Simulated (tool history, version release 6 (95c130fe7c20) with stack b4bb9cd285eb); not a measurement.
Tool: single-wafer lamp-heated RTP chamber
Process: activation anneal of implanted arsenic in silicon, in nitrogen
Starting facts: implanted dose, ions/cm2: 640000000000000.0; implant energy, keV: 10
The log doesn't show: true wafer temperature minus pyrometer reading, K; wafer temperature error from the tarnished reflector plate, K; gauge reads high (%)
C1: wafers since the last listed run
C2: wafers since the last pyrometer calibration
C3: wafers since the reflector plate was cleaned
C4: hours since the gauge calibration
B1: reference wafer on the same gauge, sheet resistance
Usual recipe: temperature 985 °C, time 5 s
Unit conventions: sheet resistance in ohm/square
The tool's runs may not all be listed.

Run 1, hour 0: usual settings; C1 0; C2 223; C3 3464; C4 508.5; B1 255.06. Result: sheet resistance 218.93 ohm/square.
At hour 6.8: gauge calibrated.
Run 2, hour 51.7: usual settings; C1 753; C2 976; C3 4218; C4 44.9; B1 260.38. Result: sheet resistance 223.25 ohm/square.
Run 3, hour 122.7: usual settings but temperature 978 °C; C1 1034; C2 2011; C3 5252; C4 115.9; B1 259.45. Result: sheet resistance 226.37 ohm/square.
Run 4, hour 153.1: usual settings but temperature 978 °C; C1 442; C2 2453; C3 5695; C4 146.3; B1 258.89. Result: sheet resistance 223.68 ohm/square.
Run 5, hour 206.7: usual settings but temperature 978 °C; C1 780; C2 3234; C3 6476; C4 199.9; B1 258.58. Result: sheet resistance 225.2 ohm/square.
Run 6, hour 269.6: usual settings; C1 916; C2 4151; C3 7392; C4 262.8; B1 257.74. Result: sheet resistance 220.34 ohm/square.
Run 7, hour 316.7: usual settings; C1 686; C2 4837; C3 8078; C4 309.9; B1 257.49. Result: sheet resistance 220.18 ohm/square.
Run 8, hour 346.4: usual settings; C1 432; C2 5269; C3 8511; C4 339.6; B1 257. Result: sheet resistance 219.46 ohm/square.
Run 9, hour 409.4: usual settings but temperature 1002 °C, time 7 s; C1 917; C2 6187; C3 9428; C4 402.6; B1 256.36. Result: sheet resistance 211 ohm/square.
At hour 424.8: pyrometer window cleaned and pyrometer calibrated.
At hour 424.9: reflector plate cleaned.
Run 10, hour 447.4: usual settings but temperature 964 °C, time 8 s; C1 436; C2 328; C3 328; C4 440.6; B1 255.88. Result: sheet resistance 222.46 ohm/square.
At hour 463.9: gauge calibrated.
Run 11, hour 518.8: usual settings but temperature 964 °C, time 3 s; C1 1040; C2 1368; C3 1368; C4 54.9; B1 259.98. Result: sheet resistance 239.48 ohm/square.
Run 12, hour 556.1: usual settings but temperature 1006 °C, time 3 s; C1 543; C2 1911; C3 1911; C4 92.2; B1 259.62. Result: sheet resistance 221.24 ohm/square.
Run 13, hour 591.9: usual settings but time 8 s; C1 521; C2 2433; C3 2433; C4 128; B1 259.38. Result: sheet resistance 216.26 ohm/square.
Run 14, hour 656.9: usual settings but temperature 996 °C, time 6 s; C1 946; C2 3380; C3 3380; C4 193; B1 258.84. Result: sheet resistance 215.57 ohm/square.
Run 15, hour 715.1: usual settings but time 7 s; C1 847; C2 4228; C3 4228; C4 251.2; B1 257.86. Result: sheet resistance 217.81 ohm/square.
At hour 761.3: pyrometer window cleaned and pyrometer calibrated.
Run 16, hour 761.8: usual settings; C1 563; C2 7; C3 4791; C4 297.9; B1 257.54. Result: sheet resistance 222.17 ohm/square.

Branching from run 16: 5 alternative next runs. What would each branch give?
Run A, hour 762.2: usual settings; C1 5; C2 13; C3 4797; C4 298.3; B1 ?. Result: sheet resistance ?.
Run B, hour 762.2: usual settings but temperature 996 °C, time 7 s; C1 5; C2 13; C3 4797; C4 298.3; B1 ?. Result: sheet resistance ?.
Run C, hour 762.2: usual settings but temperature 993 °C, time 6 s; C1 5; C2 13; C3 4797; C4 298.3; B1 ?. Result: sheet resistance ?.
Run D, hour 762.2: usual settings but temperature 963 °C, time 6 s; C1 5; C2 13; C3 4797; C4 298.3; B1 ?. Result: sheet resistance ?.
Run E, hour 762.2: usual settings but temperature 965 °C, time 3 s; C1 5; C2 13; C3 4797; C4 298.3; B1 ?. Result: sheet resistance ?.

run     B1  sheet resistance
  A  257.3             220.9
  B  257.3            213.23
  C  257.3             215.9
  D  257.3            228.64
  E  257.3            238.08
Without the tool's hidden state the same runs would have given:
run  sheet resistance
  A            223.08
  B            215.34
  C            218.03
  D             230.9
  E            240.43
